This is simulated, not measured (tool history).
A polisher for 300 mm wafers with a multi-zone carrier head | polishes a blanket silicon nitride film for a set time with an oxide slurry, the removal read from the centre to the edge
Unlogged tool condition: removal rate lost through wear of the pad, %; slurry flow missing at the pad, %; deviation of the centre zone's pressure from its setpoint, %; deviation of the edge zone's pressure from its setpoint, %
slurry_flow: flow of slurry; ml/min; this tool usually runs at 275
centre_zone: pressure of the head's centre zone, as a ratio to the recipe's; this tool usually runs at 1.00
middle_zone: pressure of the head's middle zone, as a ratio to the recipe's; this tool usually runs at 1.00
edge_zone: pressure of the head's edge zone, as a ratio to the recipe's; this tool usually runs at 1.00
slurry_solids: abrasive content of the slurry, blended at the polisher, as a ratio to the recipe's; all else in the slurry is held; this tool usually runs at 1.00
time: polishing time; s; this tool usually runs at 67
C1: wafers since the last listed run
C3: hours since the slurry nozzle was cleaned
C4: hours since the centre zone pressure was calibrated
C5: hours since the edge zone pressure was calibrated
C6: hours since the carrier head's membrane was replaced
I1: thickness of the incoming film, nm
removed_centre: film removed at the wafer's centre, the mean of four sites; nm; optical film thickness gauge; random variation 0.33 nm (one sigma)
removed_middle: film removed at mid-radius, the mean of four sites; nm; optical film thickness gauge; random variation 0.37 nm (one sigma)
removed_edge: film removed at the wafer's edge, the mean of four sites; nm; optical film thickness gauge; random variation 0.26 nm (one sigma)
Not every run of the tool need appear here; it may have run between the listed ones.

{"run": 1, "day": 0.0, "slurry_flow": 275, "centre_zone": 1.0, "middle_zone": 0.97, "edge_zone": 1.0, "slurry_solids": 1.0, "time": 67, "C1": 0, "wafers polished on this pad": 3, "C3": 539.0, "C4": 674.2, "C5": 826.6, "C6": 1130.7, "I1": 330.3, "removed_centre": 30.9, "removed_middle": 30.0, "removed_edge": 30.6}
{"run": 2, "day": 0.55, "slurry_flow": 275, "centre_zone": 1.0, "middle_zone": 1.0, "edge_zone": 1.0, "slurry_solids": 1.0, "time": 67, "C1": 95, "wafers polished on this pad": 99, "C3": 552.2, "C4": 687.4, "C5": 839.8, "C6": 1143.9, "I1": 330.5, "removed_centre": 30.7, "removed_middle": 30.3, "removed_edge": 30.9}
{"run": 3, "day": 0.946, "slurry_flow": 275, "centre_zone": 1.0, "middle_zone": 1.0, "edge_zone": 1.0, "slurry_solids": 1.0, "time": 67, "C1": 68, "wafers polished on this pad": 167, "C3": 561.7, "C4": 696.9, "C5": 849.3, "C6": 1153.4, "I1": 326.3, "removed_centre": 30.6, "removed_middle": 30.2, "removed_edge": 31.0}
{"run": 4, "day": 2.208, "slurry_flow": 275, "centre_zone": 1.0, "middle_zone": 1.0, "edge_zone": 1.0, "slurry_solids": 1.0, "time": 62, "C1": 218, "wafers polished on this pad": 386, "C3": 592.0, "C4": 727.2, "C5": 879.6, "C6": 1183.7, "I1": 332.2, "removed_centre": 28.4, "removed_middle": 28.6, "removed_edge": 28.6}
{"run": 5, "day": 2.875, "slurry_flow": 275, "centre_zone": 1.06, "middle_zone": 1.0, "edge_zone": 1.0, "slurry_solids": 1.0, "time": 67, "C1": 115, "wafers polished on this pad": 502, "C3": 608.0, "C4": 743.2, "C5": 895.6, "C6": 1199.7, "I1": 328.5, "removed_centre": 32.5, "removed_middle": 31.1, "removed_edge": 30.7}
{"run": 6, "day": 3.158, "slurry_flow": 275, "centre_zone": 0.92, "middle_zone": 1.0, "edge_zone": 1.0, "slurry_solids": 1.2, "time": 67, "C1": 49, "wafers polished on this pad": 551, "C3": 614.8, "C4": 750.0, "C5": 902.4, "C6": 1206.5, "I1": 326.8, "removed_centre": 30.3, "removed_middle": 33.0, "removed_edge": 33.6}
{"run": 7, "day": 3.442, "slurry_flow": 275, "centre_zone": 0.92, "middle_zone": 1.0, "edge_zone": 1.0, "slurry_solids": 1.2, "time": 67, "C1": 49, "wafers polished on this pad": 600, "C3": 621.6, "C4": 756.8, "C5": 909.2, "C6": 1213.3, "I1": 327.2, "removed_centre": 30.9, "removed_middle": 33.4, "removed_edge": 34.3}
{"day": 3.792, "done": "centre zone pressure recalibrated"}
{"run": 8, "day": 3.812, "slurry_flow": 275, "centre_zone": 1.0, "middle_zone": 0.93, "edge_zone": 1.05, "slurry_solids": 1.3, "time": 67, "C1": 49, "wafers polished on this pad": 650, "C3": 630.5, "C4": 0.5, "C5": 918.1, "C6": 1222.2, "I1": 328.4, "removed_centre": 34.4, "removed_middle": 33.1, "removed_edge": 36.0}
{"run": 9, "day": 4.021, "slurry_flow": 275, "centre_zone": 1.0, "middle_zone": 1.0, "edge_zone": 1.0, "slurry_solids": 1.0, "time": 67, "C1": 36, "wafers polished on this pad": 686, "C3": 635.5, "C4": 5.5, "C5": 923.1, "C6": 1227.2, "I1": 329.3, "removed_centre": 29.9, "removed_middle": 29.5, "removed_edge": 30.8}
{"day": 4.721, "done": "carrier head's membrane replaced by a new one"}
{"day": 4.758, "done": "worn pad replaced by a new one"}
{"run": 10, "day": 4.779, "slurry_flow": 275, "centre_zone": 1.0, "middle_zone": 1.0, "edge_zone": 1.0, "slurry_solids": 1.0, "time": 67, "C1": 88, "wafers polished on this pad": 3, "C3": 653.7, "C4": 23.7, "C5": 941.3, "C6": 1.4, "I1": 327.1, "removed_centre": 29.6, "removed_middle": 30.1, "removed_edge": 30.5}
{"run": 11, "day": 4.967, "slurry_flow": 275, "centre_zone": 1.0, "middle_zone": 1.0, "edge_zone": 1.0, "slurry_solids": 1.15, "time": 67, "C1": 32, "wafers polished on this pad": 36, "C3": 658.2, "C4": 28.2, "C5": 945.8, "C6": 5.9, "I1": 334.0, "removed_centre": 32.2, "removed_middle": 32.5, "removed_edge": 32.5}
{"run": 12, "day": 5.433, "slurry_flow": 330, "centre_zone": 1.0, "middle_zone": 1.1, "edge_zone": 0.9, "slurry_solids": 0.85, "time": 67, "C1": 80, "wafers polished on this pad": 116, "C3": 669.4, "C4": 39.4, "C5": 957.0, "C6": 17.1, "I1": 329.5, "removed_centre": 28.3, "removed_middle": 29.5, "removed_edge": 26.4}
{"day": 6.225, "done": "edge zone pressure recalibrated"}
{"run": 13, "day": 6.246, "slurry_flow": 195, "centre_zone": 1.0, "middle_zone": 1.0, "edge_zone": 1.0, "slurry_solids": 0.8, "time": 74, "C1": 126, "wafers polished on this pad": 243, "C3": 688.9, "C4": 58.9, "C5": 0.5, "C6": 36.6, "I1": 334.1, "removed_centre": 26.0, "removed_middle": 26.2, "removed_edge": 27.5}
{"run": 14, "day": 6.796, "slurry_flow": 345, "centre_zone": 1.0, "middle_zone": 1.0, "edge_zone": 0.93, "slurry_solids": 1.25, "time": 53, "C1": 95, "wafers polished on this pad": 338, "C3": 702.1, "C4": 72.1, "C5": 13.7, "C6": 49.8, "I1": 328.6, "removed_centre": 28.3, "removed_middle": 27.5, "removed_edge": 26.9}
{"run": 15, "day": 7.062, "slurry_flow": 370, "centre_zone": 1.0, "middle_zone": 1.06, "edge_zone": 1.08, "slurry_solids": 1.0, "time": 46, "C1": 46, "wafers polished on this pad": 385, "C3": 708.5, "C4": 78.5, "C5": 20.1, "C6": 56.2, "I1": 334.3, "removed_centre": 21.5, "removed_middle": 22.5, "removed_edge": 21.9}
{"run": 16, "day": 7.538, "slurry_flow": 275, "centre_zone": 1.0, "middle_zone": 0.93, "edge_zone": 1.05, "slurry_solids": 1.3, "time": 67, "C1": 82, "wafers polished on this pad": 467, "C3": 719.9, "C4": 89.9, "C5": 31.5, "C6": 67.6, "I1": 330.1, "removed_centre": 33.5, "removed_middle": 31.1, "removed_edge": 35.7}

Run 17 comes next. What will it give?
{"day": 8.217, "done": "slurry nozzle cleaned"}
{"run": 17, "day": 8.75, "slurry_flow": 190, "centre_zone": 0.9, "middle_zone": 1.0, "edge_zone": 0.94, "slurry_solids": 1.0, "time": 50, "C1": 203, "wafers polished on this pad": 670, "C3": 12.8, "C4": 119.0, "C5": 60.6, "C6": 96.7, "I1": 331.5, "removed_centre": "?", "removed_middle": "?", "removed_edge": "?"}

removed_centre: 20.0 nm
removed_middle: 22.0 nm
removed_edge: 22.0 nm
Minus the tool's unlogged condition, the same run would have read removed_centre 20.1 nm, removed_middle 22.1 nm, removed_edge 22.1 nm.

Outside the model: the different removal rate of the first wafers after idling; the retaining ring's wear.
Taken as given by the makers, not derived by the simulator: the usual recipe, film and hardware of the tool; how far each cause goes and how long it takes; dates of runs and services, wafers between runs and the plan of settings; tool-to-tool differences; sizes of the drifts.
